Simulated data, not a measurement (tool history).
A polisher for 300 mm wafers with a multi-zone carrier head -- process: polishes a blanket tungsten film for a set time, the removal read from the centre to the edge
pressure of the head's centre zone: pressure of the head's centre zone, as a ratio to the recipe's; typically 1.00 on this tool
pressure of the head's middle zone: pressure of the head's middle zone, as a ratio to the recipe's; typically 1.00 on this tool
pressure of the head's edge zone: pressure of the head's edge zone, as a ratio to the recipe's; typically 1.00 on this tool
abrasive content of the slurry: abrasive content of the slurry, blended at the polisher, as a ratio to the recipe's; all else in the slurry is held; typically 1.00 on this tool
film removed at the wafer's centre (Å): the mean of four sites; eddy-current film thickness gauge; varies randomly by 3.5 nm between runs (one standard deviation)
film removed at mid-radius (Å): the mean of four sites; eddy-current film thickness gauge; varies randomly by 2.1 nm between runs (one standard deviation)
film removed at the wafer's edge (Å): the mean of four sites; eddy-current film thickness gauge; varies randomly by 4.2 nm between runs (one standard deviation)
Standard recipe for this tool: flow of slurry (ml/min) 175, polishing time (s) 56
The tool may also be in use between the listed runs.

| run | hour | flow of slurry (ml/min) | pressure of the head's centre zone | pressure of the head's middle zone | pressure of the head's edge zone | abrasive content of the slurry | polishing time (s) | wafers since the last listed run | wafers polished on this pad | hours since the slurry nozzle was cleaned | hours since the centre zone pressure was calibrated | hours since the edge zone pressure was calibrated | hours since the carrier head's membrane was replaced | incoming thickness of the incoming film, nm | film removed at the wafer's centre (Å) | film removed at mid-radius (Å) | film removed at the wafer's edge (Å) |
|---|---|---|---|---|---|---|---|---|---|---|---|---|---|---|---|---|---|
| 1 | 0.0 | 175 | 1.00 | 1.00 | 1.00 | 1.00 | 56 | 0 | 3811 | 150.8 | 172.2 | 435.1 | 1043.1 | 1182.4 | 3256 | 3218 | 3283 |
| 2 | 63.5 | 175 | 1.00 | 1.00 | 0.97 | 1.00 | 56 | 817 | 4629 | 214.3 | 235.7 | 498.6 | 1106.6 | 1204.8 | 3233 | 3198 | 3244 |
|  | 123.7 | edge zone pressure recalibrated |
| 3 | 136.5 | 175 | 1.00 | 1.00 | 1.00 | 1.25 | 56 | 913 | 5543 | 287.3 | 308.7 | 12.8 | 1179.6 | 1179.8 | 3355 | 3326 | 3443 |
|  | 194.3 | worn pad replaced by a new one |
| 4 | 202.5 | 175 | 1.00 | 1.00 | 1.00 | 1.00 | 56 | 798 | 104 | 353.3 | 374.7 | 78.8 | 1245.6 | 1198.5 | 3135 | 3191 | 3187 |
| 5 | 259.8 | 175 | 1.00 | 1.00 | 1.00 | 1.00 | 56 | 737 | 842 | 410.6 | 432.0 | 136.1 | 1302.9 | 1185.5 | 3189 | 3108 | 3192 |
| 6 | 298.8 | 195 | 1.00 | 1.00 | 1.00 | 0.70 | 44 | 501 | 1344 | 449.6 | 471.0 | 175.1 | 1341.9 | 1169.4 | 2365 | 2316 | 2350 |
| 7 | 350.8 | 175 | 1.00 | 1.07 | 1.00 | 0.90 | 56 | 669 | 2013 | 501.6 | 523.0 | 227.1 | 1393.9 | 1171.1 | 3016 | 3179 | 3068 |
| 8 | 389.5 | 175 | 1.00 | 1.00 | 1.00 | 1.30 | 45 | 498 | 2511 | 540.3 | 561.7 | 265.8 | 1432.6 | 1194.7 | 2658 | 2643 | 2687 |
| 9 | 465.1 | 175 | 1.00 | 1.00 | 1.00 | 1.30 | 56 | 973 | 3484 | 615.9 | 637.3 | 341.4 | 1508.2 | 1174.3 | 3232 | 3171 | 3274 |
| 10 | 507.5 | 175 | 1.06 | 1.00 | 1.00 | 1.10 | 40 | 545 | 4030 | 658.3 | 679.7 | 383.8 | 1550.6 | 1205.4 | 2342 | 2186 | 2230 |
|  | 520.6 | slurry nozzle cleaned |
|  | 560.9 | carrier head's membrane replaced by a new one |
| 11 | 610.5 | 135 | 1.00 | 1.00 | 1.00 | 0.85 | 56 | 1248 | 5279 | 89.9 | 782.7 | 486.8 | 49.6 | 1184.9 | 2883 | 2895 | 2987 |
|  | 706.8 | worn pad replaced by a new one |
| 12 | 707.3 | 175 | 0.92 | 1.00 | 0.91 | 0.90 | 65 | 1194 | 5 | 186.7 | 879.5 | 583.6 | 146.4 | 1196.0 | 3366 | 3601 | 3461 |
|  | 734.8 | edge zone pressure recalibrated |
|  | 754.0 | centre zone pressure recalibrated |
| 13 | 795.6 | 175 | 1.00 | 1.00 | 1.05 | 1.00 | 42 | 1085 | 1090 | 275.0 | 41.6 | 60.8 | 234.7 | 1170.6 | 2377 | 2344 | 2468 |
| 14 | 866.2 | 175 | 1.00 | 1.00 | 1.00 | 1.00 | 56 | 908 | 1999 | 345.6 | 112.2 | 131.4 | 305.3 | 1177.8 | 3160 | 3083 | 3195 |
| 15 | 928.6 | 175 | 1.00 | 1.00 | 1.00 | 1.00 | 56 | 803 | 2802 | 408.0 | 174.6 | 193.8 | 367.7 | 1186.8 | 3084 | 3057 | 3150 |
| 16 | 999.1 | 175 | 1.00 | 1.00 | 1.00 | 1.00 | 56 | 907 | 3710 | 478.5 | 245.1 | 264.3 | 438.2 | 1215.4 | 3083 | 3006 | 3093 |
| 17 | 1069.9 | 175 | 1.00 | 1.00 | 1.00 | 1.00 | 56 | 911 | 4621 | 549.3 | 315.9 | 335.1 | 509.0 | 1188.2 | 3054 | 3019 | 3106 |
| 18 | 1118.7 | 195 | 1.00 | 0.93 | 1.00 | 1.00 | 56 | 628 | 5249 | 598.1 | 364.7 | 383.9 | 557.8 | 1185.5 | 3162 | 2915 | 3141 |
| 19 | 1202.9 | 175 | 1.00 | 1.00 | 1.00 | 1.00 | 56 | 1083 | 6333 | 682.3 | 448.9 | 468.1 | 642.0 | 1178.8 | 2980 | 2933 | 3111 |
|  | 1247.4 | edge zone pressure recalibrated |
| 20 | 1275.3 | 210 | 1.00 | 1.00 | 0.95 | 1.00 | 47 | 906 | 7239 | 754.7 | 521.3 | 27.9 | 714.4 | 1206.5 | 2579 | 2554 | 2608 |
|  | 1293.9 | worn pad replaced by a new one |
| 21 | 1350.5 | 235 | 1.00 | 1.00 | 1.00 | 1.00 | 64 | 916 | 728 | 829.9 | 596.5 | 103.1 | 789.6 | 1191.1 | 3511 | 3534 | 3701 |

What differs in the tool's unlogged condition from the final listed run ahead of each entry between runs to the first listed run following it?
Runs 2 to 3: edge zone pressure recalibrated (hour 123.7)
  slurry flow missing at the pad, %: 11.1 -> 14.3
  measured value less the no-hidden-state value, film removed at the wafer's centre (Å): -84 -> -117; film removed at mid-radius (Å): -73 -> -104; film removed at the wafer's edge (Å): -54 -> -77
Runs 3 to 4: worn pad replaced by a new one (hour 194.3)
  slurry flow missing at the pad, %: 14.3 -> 17.2
  measured value less the no-hidden-state value, film removed at the wafer's centre (Å): -117 -> -138; film removed at mid-radius (Å): -104 -> -125; film removed at the wafer's edge (Å): -77 -> -89
Runs 10 to 11: slurry nozzle cleaned (hour 520.6); carrier head's membrane replaced by a new one (hour 560.9)
  slurry flow missing at the pad, %: 30.7 -> 9.65
  measured value less the no-hidden-state value, film removed at the wafer's centre (Å): -231 -> -85; film removed at mid-radius (Å): -190 -> -76; film removed at the wafer's edge (Å): -137 -> -55
Runs 11 to 12: worn pad replaced by a new one (hour 706.8)
  slurry flow missing at the pad, %: 9.65 -> 13.9
  measured value less the no-hidden-state value, film removed at the wafer's centre (Å): -85 -> -115; film removed at mid-radius (Å): -76 -> -108; film removed at the wafer's edge (Å): -55 -> -76
Runs 12 to 13: edge zone pressure recalibrated (hour 734.8); centre zone pressure recalibrated (hour 754.0)
  slurry flow missing at the pad, %: 13.9 -> 17.9
  measured value less the no-hidden-state value, film removed at the wafer's centre (Å): -115 -> -109; film removed at mid-radius (Å): -108 -> -96; film removed at the wafer's edge (Å): -76 -> -72
Runs 19 to 20: edge zone pressure recalibrated (hour 1247.4)
  slurry flow missing at the pad, %: 35.9 -> 39.1
  measured value less the no-hidden-state value, film removed at the wafer's centre (Å): -381 -> -312; film removed at mid-radius (Å): -328 -> -273; film removed at the wafer's edge (Å): -243 -> -198
Runs 20 to 21: worn pad replaced by a new one (hour 1293.9)
  slurry flow missing at the pad, %: 39.1 -> 42.4
  measured value less the no-hidden-state value, film removed at the wafer's centre (Å): -312 -> -437; film removed at mid-radius (Å): -273 -> -390; film removed at the wafer's edge (Å): -198 -> -294

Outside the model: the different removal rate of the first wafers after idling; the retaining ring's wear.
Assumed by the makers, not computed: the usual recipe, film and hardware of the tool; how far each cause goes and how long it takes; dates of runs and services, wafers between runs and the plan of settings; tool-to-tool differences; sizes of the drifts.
